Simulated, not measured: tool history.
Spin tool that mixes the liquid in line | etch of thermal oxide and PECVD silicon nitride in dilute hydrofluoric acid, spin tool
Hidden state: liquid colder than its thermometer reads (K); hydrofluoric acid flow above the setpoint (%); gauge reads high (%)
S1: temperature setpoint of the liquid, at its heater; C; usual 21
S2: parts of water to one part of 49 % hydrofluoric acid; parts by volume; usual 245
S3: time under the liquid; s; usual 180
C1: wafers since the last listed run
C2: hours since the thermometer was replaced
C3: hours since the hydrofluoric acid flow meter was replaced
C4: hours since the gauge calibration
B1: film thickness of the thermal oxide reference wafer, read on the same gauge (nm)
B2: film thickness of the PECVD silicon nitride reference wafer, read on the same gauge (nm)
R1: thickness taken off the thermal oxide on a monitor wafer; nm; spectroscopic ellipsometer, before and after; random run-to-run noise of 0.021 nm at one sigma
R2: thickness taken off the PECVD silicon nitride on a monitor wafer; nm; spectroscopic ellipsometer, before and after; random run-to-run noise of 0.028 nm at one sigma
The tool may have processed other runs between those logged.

{"run": 1, "hour": 0.0, "S1": 21, "S2": 245, "S3": 180, "C1": 0, "C2": 2008.8, "C3": 91.9, "C4": 1261.2, "B1": 89.995, "B2": 59.987, "R1": 2.309, "R2": 1.004}
{"run": 2, "hour": 27.4, "S1": 21, "S2": 245, "S3": 180, "C1": 242, "C2": 2036.2, "C3": 119.3, "C4": 1288.6, "B1": 89.988, "B2": 59.999, "R1": 2.274, "R2": 1.03}
{"run": 3, "hour": 62.4, "S1": 21, "S2": 245, "S3": 120, "C1": 309, "C2": 2071.2, "C3": 154.3, "C4": 1323.6, "B1": 89.976, "B2": 59.98, "R1": 1.55, "R2": 0.668}
{"run": 4, "hour": 88.8, "S1": 21, "S2": 245, "S3": 120, "C1": 233, "C2": 2097.6, "C3": 180.7, "C4": 1350, "B1": 89.991, "B2": 60.013, "R1": 1.533, "R2": 0.677}
{"run": 5, "hour": 112.5, "S1": 21, "S2": 245, "S3": 135, "C1": 209, "C2": 2121.3, "C3": 204.4, "C4": 1373.7, "B1": 89.999, "B2": 60.002, "R1": 1.734, "R2": 0.771}
{"hour": 131.9, "done": "gauge calibrated"}
{"run": 6, "hour": 145.4, "S1": 24.5, "S2": 365, "S3": 285, "C1": 291, "C2": 2154.2, "C3": 237.3, "C4": 13.5, "B1": 89.973, "B2": 59.984, "R1": 2.466, "R2": 1.285}
{"run": 7, "hour": 159.8, "S1": 25, "S2": 360, "S3": 225, "C1": 127, "C2": 2168.6, "C3": 251.7, "C4": 27.9, "B1": 89.986, "B2": 60.014, "R1": 2.037, "R2": 1.094}
{"run": 8, "hour": 195.3, "S1": 23, "S2": 245, "S3": 120, "C1": 314, "C2": 2204.1, "C3": 287.2, "C4": 63.4, "B1": 89.999, "B2": 60.002, "R1": 1.651, "R2": 0.778}
{"run": 9, "hour": 226.1, "S1": 21, "S2": 245, "S3": 180, "C1": 272, "C2": 2234.9, "C3": 318, "C4": 94.2, "B1": 89.996, "B2": 60.011, "R1": 2.328, "R2": 0.995}
{"run": 10, "hour": 244.3, "S1": 21, "S2": 130, "S3": 135, "C1": 161, "C2": 2253.1, "C3": 336.2, "C4": 112.4, "B1": 90.021, "B2": 59.999, "R1": 3.652, "R2": 1.42}
{"run": 11, "hour": 259.1, "S1": 25.5, "S2": 245, "S3": 240, "C1": 130, "C2": 2267.9, "C3": 351, "C4": 127.2, "B1": 89.988, "B2": 59.995, "R1": 3.583, "R2": 1.713}
{"run": 12, "hour": 282.0, "S1": 21, "S2": 245, "S3": 180, "C1": 202, "C2": 2290.8, "C3": 373.9, "C4": 150.1, "B1": 90.004, "B2": 60.004, "R1": 2.314, "R2": 0.983}
{"hour": 285.8, "done": "thermometer replaced"}
{"run": 13, "hour": 300.6, "S1": 25.5, "S2": 130, "S3": 85, "C1": 155, "C2": 14.8, "C3": 392.5, "C4": 168.7, "B1": 90.01, "B2": 60.006, "R1": 2.733, "R2": 1.148}
{"run": 14, "hour": 318.3, "S1": 21, "S2": 245, "S3": 180, "C1": 156, "C2": 32.5, "C3": 410.2, "C4": 186.4, "B1": 89.99, "B2": 60.011, "R1": 2.295, "R2": 0.974}
{"run": 15, "hour": 349.5, "S1": 21, "S2": 245, "S3": 180, "C1": 276, "C2": 63.7, "C3": 441.4, "C4": 217.6, "B1": 90.01, "B2": 60.008, "R1": 2.328, "R2": 1.045}
{"run": 16, "hour": 365.7, "S1": 21, "S2": 300, "S3": 120, "C1": 143, "C2": 79.9, "C3": 457.6, "C4": 233.8, "B1": 89.996, "B2": 60.015, "R1": 1.181, "R2": 0.538}
{"run": 17, "hour": 387.5, "S1": 23.5, "S2": 325, "S3": 110, "C1": 192, "C2": 101.7, "C3": 479.4, "C4": 255.6, "B1": 89.999, "B2": 60.017, "R1": 1.066, "R2": 0.563}
{"run": 18, "hour": 416.9, "S1": 17, "S2": 245, "S3": 180, "C1": 260, "C2": 131.1, "C3": 508.8, "C4": 285, "B1": 90.014, "B2": 59.993, "R1": 1.971, "R2": 0.812}
{"run": 19, "hour": 443.7, "S1": 21, "S2": 360, "S3": 270, "C1": 237, "C2": 157.9, "C3": 535.6, "C4": 311.8, "B1": 89.989, "B2": 59.998, "R1": 2.095, "R2": 1.049}
{"run": 20, "hour": 458.1, "S1": 21, "S2": 245, "S3": 140, "C1": 127, "C2": 172.3, "C3": 550, "C4": 326.2, "B1": 89.991, "B2": 59.995, "R1": 1.793, "R2": 0.739}
{"run": 21, "hour": 478.7, "S1": 21, "S2": 155, "S3": 180, "C1": 182, "C2": 192.9, "C3": 570.6, "C4": 346.8, "B1": 89.976, "B2": 60.01, "R1": 4.046, "R2": 1.572}
{"run": 22, "hour": 493.2, "S1": 21, "S2": 245, "S3": 225, "C1": 128, "C2": 207.4, "C3": 585.1, "C4": 361.3, "B1": 89.989, "B2": 59.999, "R1": 2.872, "R2": 1.274}
{"run": 23, "hour": 519.1, "S1": 21, "S2": 245, "S3": 180, "C1": 229, "C2": 233.3, "C3": 611, "C4": 387.2, "B1": 90.027, "B2": 60.013, "R1": 2.324, "R2": 0.996}
{"run": 24, "hour": 611.3, "S1": 21, "S2": 245, "S3": 85, "C1": 815, "C2": 325.5, "C3": 703.2, "C4": 479.4, "B1": 90.001, "B2": 59.984, "R1": 1.088, "R2": 0.479}
{"run": 25, "hour": 642.8, "S1": 26, "S2": 200, "S3": 280, "C1": 278, "C2": 357, "C3": 734.7, "C4": 510.9, "B1": 89.969, "B2": 60.004, "R1": 5.549, "R2": 2.604}
{"run": 26, "hour": 664.5, "S1": 17, "S2": 315, "S3": 180, "C1": 191, "C2": 378.7, "C3": 756.4, "C4": 532.6, "B1": 90.031, "B2": 59.977, "R1": 1.448, "R2": 0.606}
{"run": 27, "hour": 699.8, "S1": 21, "S2": 245, "S3": 110, "C1": 312, "C2": 414, "C3": 791.7, "C4": 567.9, "B1": 90.008, "B2": 60.008, "R1": 1.402, "R2": 0.614}

Take each entry between the runs: how does the hidden state at the last listed run before it differ from the hidden state at the first listed run after it?
Logged between run 5 and run 6: gauge calibrated (hour 131.9)
  nothing in the hidden state changes from one run to the other
Logged between run 12 and run 13: thermometer replaced (hour 285.8)
  nothing in the hidden state changes from one run to the other

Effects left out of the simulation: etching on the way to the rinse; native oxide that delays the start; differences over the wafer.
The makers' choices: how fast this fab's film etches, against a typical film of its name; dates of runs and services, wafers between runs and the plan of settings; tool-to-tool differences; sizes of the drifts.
